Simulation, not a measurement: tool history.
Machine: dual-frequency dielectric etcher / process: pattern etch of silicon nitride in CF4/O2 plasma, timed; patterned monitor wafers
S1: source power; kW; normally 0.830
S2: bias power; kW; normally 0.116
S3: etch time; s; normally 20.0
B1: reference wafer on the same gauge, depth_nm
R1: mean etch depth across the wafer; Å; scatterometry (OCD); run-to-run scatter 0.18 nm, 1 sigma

run   hour     S1     S2    S3    B1   R1
  1    0.0  0.990  0.116  20.0  55.4  659
  2   24.0  0.990  0.116  20.0  55.4  659
  3   56.7  0.830  0.137  20.0  55.4  590
  4   77.8  0.830  0.137  20.0  55.4  591
  5  111.0  0.960  0.116  21.5  55.4  681
  6  136.5  0.960  0.116  21.5  55.4  685
     188.8  -- wet clean of the chamber
  7  189.3  0.830  0.116  20.0  55.4  555
  8  189.6  0.830  0.116  23.0  55.4  633
  9  201.4  0.830  0.116  20.0  55.4  555
 10  219.8  0.830  0.116  20.0  55.4  556
 11  252.3  0.830  0.116  20.0  55.4  555
 12  272.8  0.830  0.116  20.0  55.4  556
 13  294.1  0.830  0.116  20.0  55.4  550
 14  314.0  0.750  0.142  15.5  55.4  425
 15  327.9  1.030  0.116  22.0  55.4  758

Predict the results of run 16:
     344.4  -- gauge calibrated
     346.7  -- bias power generator calibrated
     366.6  -- upper electrode replaced, of another model than before
 16  367.1  0.620  0.116  20.0   ?   ?

{"run 16": {"B1": 55.4, "R1": 475}}
Without the tool's hidden state the same run would have given R1 478 Å.
